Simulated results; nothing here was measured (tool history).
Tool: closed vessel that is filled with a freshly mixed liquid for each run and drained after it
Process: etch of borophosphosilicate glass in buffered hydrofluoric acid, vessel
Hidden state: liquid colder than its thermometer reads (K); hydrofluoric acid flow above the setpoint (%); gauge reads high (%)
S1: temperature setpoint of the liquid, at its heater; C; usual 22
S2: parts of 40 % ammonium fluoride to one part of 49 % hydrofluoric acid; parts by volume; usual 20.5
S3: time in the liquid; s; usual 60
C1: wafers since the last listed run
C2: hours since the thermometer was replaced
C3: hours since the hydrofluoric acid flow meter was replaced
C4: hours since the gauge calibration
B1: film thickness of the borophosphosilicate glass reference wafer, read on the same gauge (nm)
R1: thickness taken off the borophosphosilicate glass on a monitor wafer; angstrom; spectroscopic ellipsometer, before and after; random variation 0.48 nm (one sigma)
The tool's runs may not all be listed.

run 1 hour=0 | S1=22 S2=20.5 S3=60 | C1=0 C2=73.8 C3=556.8 C4=3080.5 | B1=140.02 | R1=755.9
run 2 hour=44.1 | S1=22 S2=20.5 S3=60 | C1=4752 C2=117.9 C3=600.9 C4=3124.6 | B1=140 | R1=736
run 3 hour=106.1 | S1=22 S2=20.5 S3=60 | C1=6681 C2=179.9 C3=662.9 C4=3186.6 | B1=139.97 | R1=750.9
run 4 hour=204.8 | S1=22 S2=20.5 S3=60 | C1=10636 C2=278.6 C3=761.6 C4=3285.3 | B1=139.99 | R1=742.3
run 5 hour=287.1 | S1=22 S2=20.5 S3=60 | C1=8868 C2=360.9 C3=843.9 C4=3367.6 | B1=140.01 | R1=740.9
-- hour=315.9 hydrofluoric acid flow meter replaced
run 6 hour=330.9 | S1=22 S2=20.5 S3=60 | C1=4612 C2=404.7 C3=15 C4=3411.4 | B1=139.98 | R1=744.9
run 7 hour=428.4 | S1=22 S2=20.5 S3=60 | C1=10506 C2=502.2 C3=112.5 C4=3508.9 | B1=140.01 | R1=740.1
run 8 hour=487.7 | S1=22 S2=20.5 S3=60 | C1=6390 C2=561.5 C3=171.8 C4=3568.2 | B1=139.99 | R1=733.5
run 9 hour=568.5 | S1=22 S2=20.5 S3=60 | C1=8707 C2=642.3 C3=252.6 C4=3649 | B1=140.03 | R1=736.1
run 10 hour=613.4 | S1=23.5 S2=26 S3=45 | C1=4838 C2=687.2 C3=297.5 C4=3693.9 | B1=139.97 | R1=505.9
run 11 hour=678 | S1=24.5 S2=25 S3=90 | C1=6961 C2=751.8 C3=362.1 C4=3758.5 | B1=140 | R1=1111
run 12 hour=720.3 | S1=22 S2=27 S3=60 | C1=4558 C2=794.1 C3=404.4 C4=3800.8 | B1=139.99 | R1=610.6
run 13 hour=783.9 | S1=18.5 S2=20.5 S3=60 | C1=6853 C2=857.7 C3=468 C4=3864.4 | B1=140.01 | R1=598.9
run 14 hour=885.7 | S1=24 S2=17.5 S3=95 | C1=10970 C2=959.5 C3=569.8 C4=3966.2 | B1=140.01 | R1=1515.2
run 15 hour=941.4 | S1=22 S2=20.5 S3=60 | C1=6002 C2=1015.2 C3=625.5 C4=4021.9 | B1=139.99 | R1=722.4
run 16 hour=1010.4 | S1=22 S2=20.5 S3=60 | C1=7435 C2=1084.2 C3=694.5 C4=4090.9 | B1=140.03 | R1=727.7
-- hour=1136.8 thermometer replaced
-- hour=1155.2 hydrofluoric acid flow meter replaced
run 17 hour=1314.2 | S1=22 S2=28 S3=60 | C1=32522 C2=177.4 C3=159 C4=4394.7 | B1=140.02 | R1=606
run 18 hour=1361.2 | S1=24.5 S2=14.5 S3=50 | C1=5064 C2=224.4 C3=206 C4=4441.7 | B1=140.01 | R1=992.9
-- hour=1395.2 gauge calibrated
run 19 hour=1432.1 | S1=25 S2=25 S3=30 | C1=7640 C2=295.3 C3=276.9 C4=36.9 | B1=140 | R1=381.3
run 20 hour=1496.9 | S1=22 S2=20.5 S3=60 | C1=6983 C2=360.1 C3=341.7 C4=101.7 | B1=140.01 | R1=741.6
run 21 hour=1601.3 | S1=22 S2=17.5 S3=60 | C1=11250 C2=464.5 C3=446.1 C4=206.1 | B1=140 | R1=850.5
run 22 hour=1666.4 | S1=22 S2=20.5 S3=60 | C1=7015 C2=529.6 C3=511.2 C4=271.2 | B1=140 | R1=741.4
run 23 hour=1736.3 | S1=19 S2=14.5 S3=60 | C1=7532 C2=599.5 C3=581.1 C4=341.1 | B1=139.94 | R1=862.6
run 24 hour=1818.2 | S1=18.5 S2=25 S3=80 | C1=8825 C2=681.4 C3=663 C4=423 | B1=140.03 | R1=713.6
run 25 hour=1888.5 | S1=22 S2=20.5 S3=60 | C1=7575 C2=751.7 C3=733.3 C4=493.3 | B1=139.99 | R1=733.8
run 26 hour=1952 | S1=27 S2=27 S3=40 | C1=6842 C2=815.2 C3=796.8 C4=556.8 | B1=140.02 | R1=536
-- hour=1954.8 hydrofluoric acid flow meter replaced
run 27 hour=2169 | S1=20.5 S2=20.5 S3=60 | C1=23276 C2=1032.2 C3=214.2 C4=773.8 | B1=140 | R1=678.3
run 28 hour=2257.5 | S1=25.5 S2=20.5 S3=40 | C1=9536 C2=1120.7 C3=302.7 C4=862.3 | B1=139.99 | R1=583.3
run 29 hour=2335.1 | S1=22 S2=20.5 S3=45 | C1=8362 C2=1198.3 C3=380.3 C4=939.9 | B1=140.02 | R1=543.7
-- hour=2346.6 thermometer replaced
run 30 hour=2467.3 | S1=22 S2=20.5 S3=60 | C1=14138 C2=120.7 C3=512.5 C4=1072.1 | B1=140 | R1=751.9
run 31 hour=2527.6 | S1=23.5 S2=20.5 S3=40 | C1=6498 C2=181 C3=572.8 C4=1132.4 | B1=140.05 | R1=536.3

The same runs without the tool's hidden state, with the same run-to-run variation:
run=1 R1=759.7
run=2 R1=740.4
run=3 R1=756.7
run=4 R1=750.1
run=5 R1=750.7
run=6 R1=755.6
run=7 R1=752.8
run=8 R1=747.3
run=9 R1=751.6
run=10 R1=517
run=11 R1=1137.9
run=12 R1=626.3
run=13 R1=615.6
run=14 R1=1560.2
run=15 R1=745.4
run=16 R1=752.5
run=17 R1=609
run=18 R1=999.4
run=19 R1=384.4
run=20 R1=749.4
run=21 R1=861.8
run=22 R1=752.9
run=23 R1=877.6
run=24 R1=727.8
run=25 R1=749.7
run=26 R1=548.2
run=27 R1=698.6
run=28 R1=601.8
run=29 R1=562.6
run=30 R1=756.9
run=31 R1=540.7
